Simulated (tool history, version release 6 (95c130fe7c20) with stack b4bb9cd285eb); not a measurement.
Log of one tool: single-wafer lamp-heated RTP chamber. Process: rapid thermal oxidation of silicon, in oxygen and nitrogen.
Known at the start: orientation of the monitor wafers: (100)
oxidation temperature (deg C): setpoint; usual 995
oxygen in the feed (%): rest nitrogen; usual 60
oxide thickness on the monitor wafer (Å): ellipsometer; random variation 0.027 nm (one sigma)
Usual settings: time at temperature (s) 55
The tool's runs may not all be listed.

run	hour	oxidation temperature (deg C)	time at temperature (s)	oxygen in the feed (%)	read-back reference wafer on the same gauge, thickness	oxide thickness on the monitor wafer (Å)
1	0	985	55	60	5.901	47.98
2	31.2	985	55	60	5.904	47.73
3	62.9	985	55	60	5.907	48.14
4	91.7	995	55	60	5.913	51.58
5	106.2	995	55	60	5.899	51.72
6	179.9	995	55	60	5.904	51.98
7	206	995	55	60	5.914	51.69
8	234.8	995	55	60	5.903	51.43
9	260.5	995	55	60	5.925	51.62
# hour 289.2: pyrometer window cleaned and pyrometer calibrated
10	289.7	995	55	60	5.91	53.28
# hour 337.3: oxygen flow controller replaced
11	338.5	995	36	60	5.905	45.46
12	373.6	995	36	60	5.904	45.17
13	402.8	995	55	60	5.906	54.52
14	429	995	55	47	5.907	50.19
# hour 430.6: gauge calibrated
15	444.8	995	76	40	5.896	54.8
# hour 465.1: pyrometer window cleaned and pyrometer calibrated, repeated, since the last time left the tool worse
16	465.6	995	76	40	5.912	49.48
17	496.3	995	76	40	5.902	50.25
18	512.5	995	55	60	5.923	50.43
19	528	995	64	60	5.912	53.67
20	550.9	968	55	60	5.923	41.85
21	571.3	995	35	60	5.909	42.3
22	594.8	995	55	60	5.925	50.49
23	626.8	995	55	60	5.915	50.5
24	652.3	995	39	60	5.909	44.02
25	665.6	995	55	60	5.897	50.46
26	678.7	1023	55	60	5.917	62.13
27	710.7	1020	30	82	5.911	52.72
28	738.7	995	55	60	5.898	51.25
29	764	1016	55	89	5.907	67.48
30	793.8	1024	55	60	5.909	62.62
31	818	1025	66	86	5.902	77.88
32	845.3	995	55	60	5.9	51.78
33	857.9	1013	55	87	5.921	66.13
34	890.4	975	55	70	5.909	47.31
35	907.3	1009	55	75	5.923	61.19
36	928.3	971	79	41	5.898	45.21
37	943.7	995	55	60	5.91	51.84

Hidden state or all else? Some run-to-run changes of oxide thickness on the monitor wafer (Å), split into what the settings, what came in and random variation would give without the hidden state, and what is left for the hidden state (with any gauge scatter that isn't in both results):
The hidden state here: true wafer temperature minus pyrometer reading, K; deviation of the oxygen flow from its setpoint, %; gauge reads high (%).
Run 9 -> 10: pyrometer window cleaned and pyrometer calibrated. oxide thickness on the monitor wafer (Å) +1.66: hidden state +1.74, all else -0.08.
Run 12 -> 13: time at temperature (s) 36 -> 55. oxide thickness on the monitor wafer (Å) +9.35: hidden state +1.08, all else +8.27.
Run 15 -> 16: pyrometer window cleaned and pyrometer calibrated, repeated, since the last time left the tool worse. oxide thickness on the monitor wafer (Å) -5.32: hidden state -4.5, all else -0.82.
Run 28 -> 29: oxidation temperature (deg C) 995 -> 1016, oxygen in the feed (%) 60 -> 89. oxide thickness on the monitor wafer (Å) +16.23: hidden state +0.56, all else +15.67.
Run 31 -> 32: oxidation temperature (deg C) 1025 -> 995, time at temperature (s) 66 -> 55, oxygen in the feed (%) 86 -> 60. oxide thickness on the monitor wafer (Å) -26.1: hidden state -0.78, all else -25.32.
Run 33 -> 34: oxidation temperature (deg C) 1013 -> 975, oxygen in the feed (%) 87 -> 70. oxide thickness on the monitor wafer (Å) -18.82: hidden state -0.61, all else -18.21.

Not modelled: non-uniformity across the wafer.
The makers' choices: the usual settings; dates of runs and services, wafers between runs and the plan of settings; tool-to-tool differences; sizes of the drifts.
